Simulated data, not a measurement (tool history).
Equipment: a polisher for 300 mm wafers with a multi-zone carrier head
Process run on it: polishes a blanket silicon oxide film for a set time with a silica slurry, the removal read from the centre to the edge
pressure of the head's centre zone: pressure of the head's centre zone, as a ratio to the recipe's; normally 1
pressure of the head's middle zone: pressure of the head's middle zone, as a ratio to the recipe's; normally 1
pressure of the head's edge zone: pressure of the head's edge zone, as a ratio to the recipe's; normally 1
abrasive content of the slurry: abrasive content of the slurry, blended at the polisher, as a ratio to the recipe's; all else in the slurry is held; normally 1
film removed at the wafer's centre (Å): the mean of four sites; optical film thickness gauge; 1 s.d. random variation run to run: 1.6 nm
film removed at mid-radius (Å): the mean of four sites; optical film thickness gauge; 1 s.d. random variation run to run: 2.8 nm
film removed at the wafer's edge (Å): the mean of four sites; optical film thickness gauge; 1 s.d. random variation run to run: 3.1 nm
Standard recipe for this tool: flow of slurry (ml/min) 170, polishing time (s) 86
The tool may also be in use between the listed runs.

| run | hour | flow of slurry (ml/min) | pressure of the head's centre zone | pressure of the head's middle zone | pressure of the head's edge zone | abrasive content of the slurry | polishing time (s) | incoming thickness of the incoming film, nm | film removed at the wafer's centre (Å) | film removed at mid-radius (Å) | film removed at the wafer's edge (Å) |
|---|---|---|---|---|---|---|---|---|---|---|---|
| 1 | 0 | 170 | 1 | 1 | 1 | 1 | 75 | 856.5 | 1961 | 1907 | 1968 |
| 2 | 17.3 | 170 | 1 | 1 | 1 | 1 | 75 | 883.5 | 1893 | 1869 | 1943 |
| 3 | 47.2 | 170 | 1 | 1 | 1 | 1 | 75 | 875.4 | 1900 | 1819 | 1932 |
| 4 | 80.4 | 170 | 1 | 1 | 1 | 1.25 | 86 | 869.6 | 2313 | 2283 | 2345 |
|  | 98.6 | worn pad replaced by a new one |
| 5 | 99.1 | 170 | 1 | 1 | 1 | 1.25 | 86 | 872 | 2422 | 2420 | 2449 |
| 6 | 193.6 | 170 | 1 | 1 | 1 | 1.25 | 86 | 866.3 | 2247 | 2229 | 2357 |
|  | 218 | worn pad replaced by a new one |
| 7 | 226.8 | 170 | 1 | 1 | 1 | 1 | 86 | 861.7 | 2164 | 2132 | 2193 |
|  | 244.1 | edge zone pressure recalibrated |
| 8 | 257.5 | 170 | 1 | 1 | 1 | 1 | 86 | 865.5 | 2077 | 2034 | 2195 |
| 9 | 281 | 170 | 1 | 1 | 1 | 1 | 86 | 888.5 | 2056 | 2004 | 2104 |
| 10 | 307.7 | 190 | 1 | 1 | 1 | 1.25 | 86 | 873.1 | 2267 | 2262 | 2345 |
| 11 | 323.2 | 200 | 1 | 1 | 1 | 0.85 | 115 | 870.5 | 2655 | 2613 | 2706 |
|  | 331.5 | worn pad replaced by a new one |
|  | 346.7 | slurry nozzle cleaned |
|  | 350.3 | centre zone pressure recalibrated |
| 12 | 350.8 | 170 | 1 | 1 | 1 | 1 | 86 | 882 | 2225 | 2200 | 2253 |
|  | 384.5 | carrier head's membrane replaced by a new one |
| 13 | 385 | 170 | 1 | 1 | 1 | 1.25 | 86 | 871.3 | 2360 | 2356 | 2464 |
| 14 | 400.7 | 170 | 0.89 | 0.93 | 1 | 1 | 69 | 878.4 | 1564 | 1615 | 1766 |
|  | 423.4 | worn pad replaced by a new one |
| 15 | 431.3 | 170 | 1 | 1.1 | 0.96 | 1 | 61 | 858.3 | 1592 | 1708 | 1596 |
| 16 | 452.3 | 220 | 0.97 | 1.05 | 1 | 1.2 | 86 | 857.2 | 2443 | 2537 | 2442 |
| 17 | 466.6 | 170 | 1.08 | 1 | 0.89 | 1.1 | 74 | 872.3 | 2114 | 1877 | 1866 |
| 18 | 485.5 | 170 | 1 | 1 | 1 | 1 | 86 | 874.2 | 2192 | 2175 | 2230 |

Forecast each of these 4 alternatives for the next run:
| A | 485.9 | 145 | 1 | 1 | 1 | 1 | 86 | 879.1 | ? | ? | ? |
| B | 485.9 | 170 | 1 | 1 | 1.1 | 1 | 86 | 879.1 | ? | ? | ? |
| C | 485.9 | 170 | 1.06 | 1 | 1 | 1 | 86 | 879.1 | ? | ? | ? |
| D | 485.9 | 170 | 1 | 1 | 1 | 0.9 | 86 | 879.1 | ? | ? | ? |

| run | film removed at the wafer's centre (Å) | film removed at mid-radius (Å) | film removed at the wafer's edge (Å) |
|---|---|---|---|
| A | 2095 | 2059 | 2144 |
| B | 2175 | 2127 | 2302 |
| C | 2304 | 2127 | 2196 |
| D | 2087 | 2042 | 2108 |
The same runs, with their run-to-run variation unchanged, on a tool lacking any hidden condition would have given:
| run | film removed at the wafer's centre (Å) | film removed at mid-radius (Å) | film removed at the wafer's edge (Å) |
|---|---|---|---|
| A | 2214 | 2174 | 2263 |
| B | 2296 | 2246 | 2429 |
| C | 2433 | 2245 | 2317 |
| D | 2204 | 2156 | 2224 |
